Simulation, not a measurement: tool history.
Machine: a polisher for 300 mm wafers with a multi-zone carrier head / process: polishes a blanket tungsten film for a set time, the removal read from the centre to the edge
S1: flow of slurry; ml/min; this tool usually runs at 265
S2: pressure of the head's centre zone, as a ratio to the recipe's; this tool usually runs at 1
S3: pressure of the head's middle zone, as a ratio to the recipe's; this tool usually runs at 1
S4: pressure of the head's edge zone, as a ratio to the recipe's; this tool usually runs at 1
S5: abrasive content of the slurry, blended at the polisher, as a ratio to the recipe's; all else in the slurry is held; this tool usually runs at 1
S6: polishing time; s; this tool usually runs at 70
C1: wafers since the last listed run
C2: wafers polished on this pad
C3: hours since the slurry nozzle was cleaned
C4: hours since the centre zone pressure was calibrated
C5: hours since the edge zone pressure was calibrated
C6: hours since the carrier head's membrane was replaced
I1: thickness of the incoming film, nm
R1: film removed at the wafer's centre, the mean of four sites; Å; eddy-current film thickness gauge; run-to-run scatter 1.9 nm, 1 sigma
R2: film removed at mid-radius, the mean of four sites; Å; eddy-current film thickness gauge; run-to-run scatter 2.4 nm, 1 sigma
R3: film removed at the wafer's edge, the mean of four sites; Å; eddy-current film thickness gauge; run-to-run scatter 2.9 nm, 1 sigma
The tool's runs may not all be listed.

run,day,S1,S2,S3,S4,S5,S6,C1,C2,C3,C4,C5,C6,I1,R1,R2,R3
1,0,265,1.05,1,1,1,70,0,3026,572.8,4.4,397.1,116.2,1581.3,3041,2944,2974
# day 2.371: worn pad replaced by a new one
# day 3.146: slurry nozzle cleaned
2,8.138,265,1.05,1,1,1,70,2663,1923,119.8,199.7,592.4,311.5,1582.9,3147,3036,3063
# day 8.946: edge zone pressure recalibrated
3,10.617,265,1,1,1,1,70,804,2728,179.3,259.2,40.1,371,1574.6,2897,2935,3009
4,12.996,265,1,1,1,1,70,799,3527,236.4,316.3,97.2,428.1,1580.4,2838,2887,2928
5,15.033,265,1,1,1,1,70,684,4212,285.3,365.2,146.1,477,1575.2,2796,2845,2865
# day 15.342: worn pad replaced by a new one
6,17.6,265,1,1,1,1,70,806,758,346.9,426.8,207.7,538.6,1584,3016,3058,3084
# day 18.05: centre zone pressure recalibrated
7,20.238,265,1,1,1,1,70,858,1616,410.2,52.5,271,601.9,1581.1,2984,3056,3071
8,22.308,265,1,1,1,1,70,695,2312,459.9,102.2,320.7,651.6,1575,2922,2994,3009
9,23.804,265,1,1,1,1,70,502,2814,495.8,138.1,356.6,687.5,1556.4,2946,2932,3017
10,25.238,180,1.1,1,0.93,1.1,70,481,3296,530.2,172.5,391,721.9,1598.2,2988,2780,2767
# day 27.658: worn pad replaced by a new one
11,31.858,265,1.07,1.06,1,1,70,2168,1410,689.1,331.4,549.9,880.8,1576.2,3196,3210,3087
# day 32.062: slurry nozzle cleaned
# day 34.021: carrier head's membrane replaced by a new one
12,34.65,265,1,1,1,1,70,853,2264,62.1,398.4,616.9,15.1,1602.4,2956,2992,3022
13,37.029,265,1,1,1,1,50,799,3063,119.2,455.5,674,72.2,1568,2069,2062,2137
# day 37.717: edge zone pressure recalibrated
# day 38.029: centre zone pressure recalibrated
# day 38.771: worn pad replaced by a new one
14,39.292,300,1,1,1.05,1,70,648,175,173.5,30.3,37.8,126.5,1570.2,3074,3132,3195
15,40.654,265,1,1,1,1,70,457,632,206.2,63,70.5,159.2,1587.8,3019,3062,3101
16,43.638,265,1,1,1,1.2,70,1002,1634,277.8,134.6,142.1,230.8,1605.8,3076,3098,3156
17,45.808,265,1,1,1,1,70,729,2364,329.9,186.7,194.2,282.9,1575.5,2973,2987,2969
18,48.462,265,1.1,1,1,1,86,891,3255,393.6,250.4,257.9,346.6,1570.2,3948,3629,3626

Expected results for the next run?
# day 49.808: worn pad replaced by a new one
19,49.829,265,1,1,1,1,61,403,6,426.4,283.2,290.7,379.4,1587.6,?,?,?

For run 19 the tool returned R1 2603 Å, R2 2657 Å, R3 2707 Å.
On a tool with no hidden condition, and with the same random variation, this run would have come out at R1 2620 Å, R2 2674 Å, R3 2725 Å.
